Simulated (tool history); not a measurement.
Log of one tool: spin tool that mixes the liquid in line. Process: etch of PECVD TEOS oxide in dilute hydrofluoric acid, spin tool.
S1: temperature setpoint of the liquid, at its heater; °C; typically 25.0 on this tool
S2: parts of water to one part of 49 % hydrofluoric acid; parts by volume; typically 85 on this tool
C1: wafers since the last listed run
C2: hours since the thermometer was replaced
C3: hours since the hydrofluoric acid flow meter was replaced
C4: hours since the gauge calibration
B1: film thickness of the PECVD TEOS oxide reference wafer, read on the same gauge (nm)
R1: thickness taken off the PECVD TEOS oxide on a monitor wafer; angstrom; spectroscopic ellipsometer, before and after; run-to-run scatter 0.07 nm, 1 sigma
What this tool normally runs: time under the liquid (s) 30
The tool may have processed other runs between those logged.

run 1 day=0.000 | S1=28.5 S2=110 time_under_the_liquid_(s)=30 | C1=0 C2=587.5 C3=674.5 C4=78.1 | B1=40.04 | R1=75.5
run 2 day=2.546 | S1=25.0 S2=85 time_under_the_liquid_(s)=15 | C1=699 C2=648.6 C3=735.6 C4=139.2 | B1=40.00 | R1=44.1
run 3 day=5.538 | S1=25.0 S2=85 time_under_the_liquid_(s)=15 | C1=822 C2=720.4 C3=807.4 C4=211.0 | B1=40.05 | R1=43.8
-- day=5.983 thermometer replaced
run 4 day=7.142 | S1=25.0 S2=85 time_under_the_liquid_(s)=30 | C1=429 C2=27.8 C3=845.9 C4=249.5 | B1=40.01 | R1=89.6
run 5 day=9.933 | S1=25.0 S2=85 time_under_the_liquid_(s)=30 | C1=767 C2=94.8 C3=912.9 C4=316.5 | B1=39.99 | R1=89.5
run 6 day=11.633 | S1=25.0 S2=85 time_under_the_liquid_(s)=20 | C1=467 C2=135.6 C3=953.7 C4=357.3 | B1=39.99 | R1=58.7
run 7 day=13.175 | S1=25.0 S2=85 time_under_the_liquid_(s)=30 | C1=423 C2=172.6 C3=990.7 C4=394.3 | B1=39.96 | R1=88.0
run 8 day=15.896 | S1=25.0 S2=85 time_under_the_liquid_(s)=30 | C1=747 C2=237.9 C3=1056.0 C4=459.6 | B1=39.99 | R1=88.9
run 9 day=18.888 | S1=25.0 S2=85 time_under_the_liquid_(s)=30 | C1=822 C2=309.7 C3=1127.8 C4=531.4 | B1=39.97 | R1=88.4
run 10 day=21.533 | S1=23.0 S2=85 time_under_the_liquid_(s)=20 | C1=727 C2=373.2 C3=1191.3 C4=594.9 | B1=40.01 | R1=53.5
run 11 day=25.096 | S1=29.5 S2=70 time_under_the_liquid_(s)=20 | C1=978 C2=458.7 C3=1276.8 C4=680.4 | B1=39.99 | R1=87.8
-- day=26.446 hydrofluoric acid flow meter replaced
-- day=26.971 gauge calibrated
run 12 day=27.279 | S1=21.5 S2=85 time_under_the_liquid_(s)=30 | C1=588 C2=511.1 C3=20.0 C4=7.4 | B1=40.00 | R1=76.5
-- day=28.812 thermometer replaced
run 13 day=29.208 | S1=22.0 S2=85 time_under_the_liquid_(s)=45 | C1=518 C2=9.5 C3=66.3 C4=53.7 | B1=40.02 | R1=117.8
run 14 day=32.171 | S1=25.0 S2=85 time_under_the_liquid_(s)=30 | C1=814 C2=80.6 C3=137.4 C4=124.8 | B1=39.98 | R1=88.3
run 15 day=35.862 | S1=25.0 S2=85 time_under_the_liquid_(s)=30 | C1=1014 C2=169.2 C3=226.0 C4=213.4 | B1=40.00 | R1=88.7
run 16 day=39.888 | S1=23.0 S2=85 time_under_the_liquid_(s)=20 | C1=1105 C2=265.8 C3=322.6 C4=310.0 | B1=39.98 | R1=54.7
run 17 day=44.192 | S1=30.0 S2=55 time_under_the_liquid_(s)=35 | C1=1182 C2=369.1 C3=425.9 C4=413.3 | B1=39.96 | R1=201.9
run 18 day=46.467 | S1=25.0 S2=115 time_under_the_liquid_(s)=15 | C1=625 C2=423.7 C3=480.5 C4=467.9 | B1=40.01 | R1=31.5
run 19 day=49.529 | S1=27.5 S2=105 time_under_the_liquid_(s)=35 | C1=841 C2=497.2 C3=554.0 C4=541.4 | B1=40.05 | R1=90.3

Hidden state at the last listed run before each entry between runs and at the first one after, where it differs:
Logged between run 3 and run 4: thermometer replaced (day 5.983)
  no hidden state differs between the two runs
Logged between run 11 and run 12: hydrofluoric acid flow meter replaced (day 26.446); gauge calibrated (day 26.971)
  no hidden state differs between the two runs
Logged between run 12 and run 13: thermometer replaced (day 28.812)
  no hidden state differs between the two runs
